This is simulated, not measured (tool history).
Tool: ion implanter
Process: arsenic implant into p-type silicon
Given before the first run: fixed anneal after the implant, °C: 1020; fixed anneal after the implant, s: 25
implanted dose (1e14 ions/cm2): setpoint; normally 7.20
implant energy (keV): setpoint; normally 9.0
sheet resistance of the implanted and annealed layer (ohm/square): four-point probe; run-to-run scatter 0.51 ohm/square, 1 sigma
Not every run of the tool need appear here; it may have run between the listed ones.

| run | day | implanted dose (1e14 ions/cm2) | implant energy (keV) | wafers since the last listed run | hours since the last dose calibration | hours since the extraction supply was calibrated | hours since the gauge calibration | read-back reference wafer on the same gauge, sheet resistance | sheet resistance of the implanted and annealed layer (ohm/square) |
|---|---|---|---|---|---|---|---|---|---|
| 1 | 0.000 | 5.54 | 9.0 | 0 | 1073.8 | 4513.3 | 169.3 | 156.84 | 211.29 |
| 2 | 1.796 | 5.54 | 9.0 | 661 | 1116.9 | 4556.4 | 212.4 | 157.06 | 211.67 |
| 3 | 3.929 | 5.54 | 9.0 | 786 | 1168.1 | 4607.6 | 263.6 | 157.03 | 211.14 |
| 4 | 5.242 | 7.20 | 9.0 | 483 | 1199.6 | 4639.1 | 295.1 | 157.18 | 175.14 |
| 5 | 8.021 | 5.94 | 9.0 | 1023 | 1266.3 | 4705.8 | 361.8 | 156.96 | 202.03 |
| 6 | 10.408 | 5.94 | 9.0 | 879 | 1323.6 | 4763.1 | 419.1 | 157.15 | 201.43 |
| 7 | 12.000 | 5.94 | 9.0 | 586 | 1361.8 | 4801.3 | 457.3 | 156.94 | 202.42 |
| 8 | 13.500 | 7.20 | 8.5 | 552 | 1397.8 | 4837.3 | 493.3 | 156.92 | 176.40 |
| 9 | 19.092 | 7.20 | 8.5 | 2060 | 1532.0 | 4971.5 | 627.5 | 156.82 | 177.27 |
| 10 | 21.021 | 7.20 | 9.0 | 710 | 1578.3 | 5017.8 | 673.8 | 157.04 | 175.50 |
| 11 | 22.579 | 7.20 | 9.0 | 574 | 1615.7 | 5055.2 | 711.2 | 157.03 | 176.57 |
| 12 | 23.842 | 7.20 | 9.0 | 465 | 1646.0 | 5085.5 | 741.5 | 156.93 | 176.45 |
| 13 | 30.629 | 7.20 | 9.0 | 2500 | 1808.9 | 5248.4 | 904.4 | 156.78 | 177.71 |
|  | 32.058 | Faraday cup replaced and dose calibrated |
| 14 | 33.075 | 7.20 | 7.5 | 778 | 24.4 | 5307.1 | 963.1 | 157.18 | 175.97 |
| 15 | 34.908 | 7.20 | 9.0 | 675 | 68.4 | 5351.1 | 1007.1 | 156.96 | 174.12 |
| 16 | 36.662 | 8.97 | 11.5 | 646 | 110.5 | 5393.2 | 1049.2 | 156.87 | 147.91 |
| 17 | 38.979 | 8.59 | 9.0 | 853 | 166.1 | 5448.8 | 1104.8 | 156.87 | 154.40 |
| 18 | 41.725 | 8.59 | 9.0 | 1011 | 232.0 | 5514.7 | 1170.7 | 157.12 | 155.25 |
| 19 | 46.738 | 7.20 | 12.0 | 1846 | 352.3 | 5635.0 | 1291.0 | 156.90 | 170.22 |
| 20 | 48.812 | 7.80 | 6.0 | 764 | 402.1 | 5684.8 | 1340.8 | 157.05 | 168.93 |
| 21 | 50.683 | 7.20 | 9.0 | 689 | 447.0 | 5729.7 | 1385.7 | 157.18 | 174.58 |
|  | 50.971 | gauge calibrated |
|  | 52.054 | extraction supply calibrated |
| 22 | 52.204 | 5.65 | 10.5 | 437 | 483.5 | 3.6 | 29.6 | 156.90 | 204.97 |
| 23 | 53.208 | 8.02 | 6.5 | 369 | 507.6 | 27.7 | 53.7 | 157.01 | 164.71 |
| 24 | 54.275 | 7.20 | 10.5 | 393 | 533.2 | 53.3 | 79.3 | 156.84 | 171.74 |
| 25 | 56.212 | 9.14 | 12.0 | 713 | 579.7 | 99.8 | 125.8 | 156.99 | 145.54 |
| 26 | 58.646 | 7.20 | 11.0 | 896 | 638.1 | 158.2 | 184.2 | 157.06 | 171.72 |
| 27 | 61.346 | 8.96 | 10.0 | 994 | 702.9 | 223.0 | 249.0 | 157.06 | 150.44 |
| 28 | 63.454 | 7.20 | 9.0 | 776 | 753.5 | 273.6 | 299.6 | 157.01 | 174.62 |
| 29 | 65.829 | 8.35 | 7.5 | 875 | 810.5 | 330.6 | 356.6 | 157.17 | 160.44 |

Forecast each of these 5 alternatives for the next run:
| A | 65.846 | 7.20 | 11.5 | 6 | 810.9 | 331.0 | 357.0 | ? | ? |
| B | 65.846 | 6.38 | 7.5 | 6 | 810.9 | 331.0 | 357.0 | ? | ? |
| C | 65.846 | 8.72 | 7.5 | 6 | 810.9 | 331.0 | 357.0 | ? | ? |
| D | 65.846 | 7.78 | 11.5 | 6 | 810.9 | 331.0 | 357.0 | ? | ? |
| E | 65.846 | 5.26 | 11.5 | 6 | 810.9 | 331.0 | 357.0 | ? | ? |

| run | read-back reference wafer on the same gauge, sheet resistance | sheet resistance of the implanted and annealed layer (ohm/square) |
|---|---|---|
| A | 156.82 | 171.01 |
| B | 156.82 | 190.92 |
| C | 156.82 | 155.20 |
| D | 156.82 | 162.18 |
| E | 156.82 | 214.52 |
With no hidden state in the tool, these same runs would have given:
| run | sheet resistance of the implanted and annealed layer (ohm/square) |
|---|---|
| A | 171.01 |
| B | 190.92 |
| C | 155.20 |
| D | 162.18 |
| E | 214.52 |
